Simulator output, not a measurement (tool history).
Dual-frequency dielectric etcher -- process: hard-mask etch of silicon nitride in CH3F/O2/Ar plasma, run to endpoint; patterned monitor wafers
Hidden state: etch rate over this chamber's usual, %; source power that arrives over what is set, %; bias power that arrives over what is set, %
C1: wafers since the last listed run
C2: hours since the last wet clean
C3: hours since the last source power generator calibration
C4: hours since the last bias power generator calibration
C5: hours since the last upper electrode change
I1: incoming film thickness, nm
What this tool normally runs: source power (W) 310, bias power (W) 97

Run 1, day 0.000: usual settings; C1 0; C2 235.1; C3 1533.4; C4 1346.0; C5 4221.0; I1 32.94. Result: endpoint time (s) 47.5.
Run 2, day 2.092: usual settings; C1 407; C2 285.3; C3 1583.6; C4 1396.2; C5 4271.2; I1 32.80. Result: endpoint time (s) 47.2.
Run 3, day 5.646: usual settings but source power (W) 260, bias power (W) 90; C1 692; C2 370.6; C3 1668.9; C4 1481.5; C5 4356.5; I1 33.12. Result: endpoint time (s) 51.4.
Run 4, day 7.967: usual settings but source power (W) 260, bias power (W) 90; C1 452; C2 426.3; C3 1724.6; C4 1537.2; C5 4412.2; I1 33.31. Result: endpoint time (s) 52.0.
Run 5, day 10.925: usual settings but source power (W) 260, bias power (W) 90; C1 576; C2 497.3; C3 1795.6; C4 1608.2; C5 4483.2; I1 33.53. Result: endpoint time (s) 52.4.
Run 6, day 13.142: usual settings; C1 432; C2 550.5; C3 1848.8; C4 1661.4; C5 4536.4; I1 33.10. Result: endpoint time (s) 48.2.
Run 7, day 17.425: usual settings; C1 834; C2 653.3; C3 1951.6; C4 1764.2; C5 4639.2; I1 33.38. Result: endpoint time (s) 48.8.
At day 20.075: wet clean of the chamber.
Run 8, day 20.096: usual settings; C1 325; C2 0.5; C3 2015.7; C4 1828.3; C5 4703.3; I1 33.05. Result: endpoint time (s) 47.2.
At day 23.396: upper electrode replaced.
Run 9, day 23.417: usual settings; C1 452; C2 80.2; C3 2095.4; C4 1908.0; C5 0.5; I1 33.26. Result: endpoint time (s) 47.7.
Run 10, day 25.300: usual settings; C1 367; C2 125.4; C3 2140.6; C4 1953.2; C5 45.7; I1 33.22. Result: endpoint time (s) 47.5.
Run 11, day 28.296: usual settings; C1 583; C2 197.3; C3 2212.5; C4 2025.1; C5 117.6; I1 33.02. Result: endpoint time (s) 47.8.
Run 12, day 29.892: usual settings; C1 311; C2 235.6; C3 2250.8; C4 2063.4; C5 155.9; I1 32.75. Result: endpoint time (s) 47.3.
Run 13, day 31.979: usual settings; C1 406; C2 285.7; C3 2300.9; C4 2113.5; C5 206.0; I1 32.88. Result: endpoint time (s) 47.3.
Run 14, day 33.667: usual settings but source power (W) 280, bias power (W) 81; C1 328; C2 326.2; C3 2341.4; C4 2154.0; C5 246.5; I1 33.19. Result: endpoint time (s) 52.3.
At day 36.079: source power generator calibrated.
Run 15, day 37.362: usual settings but source power (W) 240, bias power (W) 89; C1 687; C2 414.9; C3 30.8; C4 2242.7; C5 335.2; I1 33.20. Result: endpoint time (s) 53.4.
Run 16, day 39.571: usual settings; C1 430; C2 467.9; C3 83.8; C4 2295.7; C5 388.2; I1 33.06. Result: endpoint time (s) 48.2.
Run 17, day 43.758: usual settings but bias power (W) 112; C1 816; C2 568.4; C3 184.3; C4 2396.2; C5 488.7; I1 33.36. Result: endpoint time (s) 46.9.
Run 18, day 45.646: usual settings but bias power (W) 119; C1 367; C2 613.7; C3 229.6; C4 2441.5; C5 534.0; I1 33.17. Result: endpoint time (s) 45.6.
At day 48.062: wet clean of the chamber.
Run 19, day 48.996: usual settings but source power (W) 340, bias power (W) 103; C1 458; C2 22.4; C3 310.0; C4 2521.9; C5 614.4; I1 33.55. Result: endpoint time (s) 45.8.
Run 20, day 51.046: usual settings; C1 399; C2 71.6; C3 359.2; C4 2571.1; C5 663.6; I1 33.05. Result: endpoint time (s) 47.6.
Run 21, day 54.171: usual settings; C1 609; C2 146.6; C3 434.2; C4 2646.1; C5 738.6; I1 33.65. Result: endpoint time (s) 48.5.
Run 22, day 58.462: usual settings; C1 836; C2 249.6; C3 537.2; C4 2749.1; C5 841.6; I1 33.43. Result: endpoint time (s) 48.1.
At day 60.704: bias power generator calibrated.
Run 23, day 62.500: usual settings but source power (W) 340, bias power (W) 84; C1 754; C2 346.5; C3 634.1; C4 43.1; C5 938.5; I1 33.07. Result: endpoint time (s) 48.2.
Run 24, day 64.846: usual settings; C1 457; C2 402.8; C3 690.4; C4 99.4; C5 994.8; I1 33.29. Result: endpoint time (s) 47.9.
Run 25, day 68.454: usual settings but source power (W) 350; C1 703; C2 489.4; C3 777.0; C4 186.0; C5 1081.4; I1 33.45. Result: endpoint time (s) 46.2.
Run 26, day 71.925: usual settings but source power (W) 360; C1 676; C2 572.7; C3 860.3; C4 269.3; C5 1164.7; I1 32.64. Result: endpoint time (s) 44.9.
At day 74.662: wet clean of the chamber.
Run 27, day 74.683: usual settings but source power (W) 380, bias power (W) 108; C1 342; C2 0.5; C3 926.5; C4 335.5; C5 1230.9; I1 33.18. Result: endpoint time (s) 42.4.
Run 28, day 78.892: usual settings but bias power (W) 90; C1 820; C2 101.5; C3 1027.5; C4 436.5; C5 1331.9; I1 33.42. Result: endpoint time (s) 48.6.
Run 29, day 80.658: usual settings but source power (W) 380, bias power (W) 112; C1 344; C2 143.9; C3 1069.9; C4 478.9; C5 1374.3; I1 33.68. Result: endpoint time (s) 43.1.
Run 30, day 82.379: usual settings but source power (W) 270, bias power (W) 114; C1 335; C2 185.2; C3 1111.2; C4 520.2; C5 1415.6; I1 33.36. Result: endpoint time (s) 46.8.
Run 31, day 84.329: usual settings but source power (W) 260, bias power (W) 89; C1 380; C2 232.0; C3 1158.0; C4 567.0; C5 1462.4; I1 33.28. Result: endpoint time (s) 51.2.
Run 32, day 86.212: usual settings but source power (W) 270, bias power (W) 89; C1 367; C2 277.2; C3 1203.2; C4 612.2; C5 1507.6; I1 33.16. Result: endpoint time (s) 50.4.
Run 33, day 90.150: usual settings but source power (W) 370, bias power (W) 111; C1 767; C2 371.7; C3 1297.7; C4 706.7; C5 1602.1; I1 33.27. Result: endpoint time (s) 43.6.
Run 34, day 94.458: usual settings; C1 839; C2 475.1; C3 1401.1; C4 810.1; C5 1705.5; I1 32.96. Result: endpoint time (s) 47.3.

Each row is a separate what-if for the run after 34, all from the same tool condition, not one after another. Results?
Run A, day 94.475: usual settings; C1 3; C2 475.5; C3 1401.5; C4 810.5; C5 1705.9; I1 33.03. Result: endpoint time (s) ?.
Run B, day 94.475: usual settings but source power (W) 390, bias power (W) 79; C1 3; C2 475.5; C3 1401.5; C4 810.5; C5 1705.9; I1 33.03. Result: endpoint time (s) ?.
Run C, day 94.475: usual settings but source power (W) 380, bias power (W) 105; C1 3; C2 475.5; C3 1401.5; C4 810.5; C5 1705.9; I1 33.03. Result: endpoint time (s) ?.
Run D, day 94.475: usual settings but source power (W) 340, bias power (W) 113; C1 3; C2 475.5; C3 1401.5; C4 810.5; C5 1705.9; I1 33.03. Result: endpoint time (s) ?.
Run E, day 94.475: usual settings but source power (W) 230, bias power (W) 78; C1 3; C2 475.5; C3 1401.5; C4 810.5; C5 1705.9; I1 33.03. Result: endpoint time (s) ?.

run  endpoint time (s)
  A               47.7
  B               47.6
  C               43.9
  D               44.2
  E               55.4
Without the tool's unlogged condition, the same runs would have read:
run  endpoint time (s)
  A               46.7
  B               46.6
  C               43.0
  D               43.3
  E               54.3
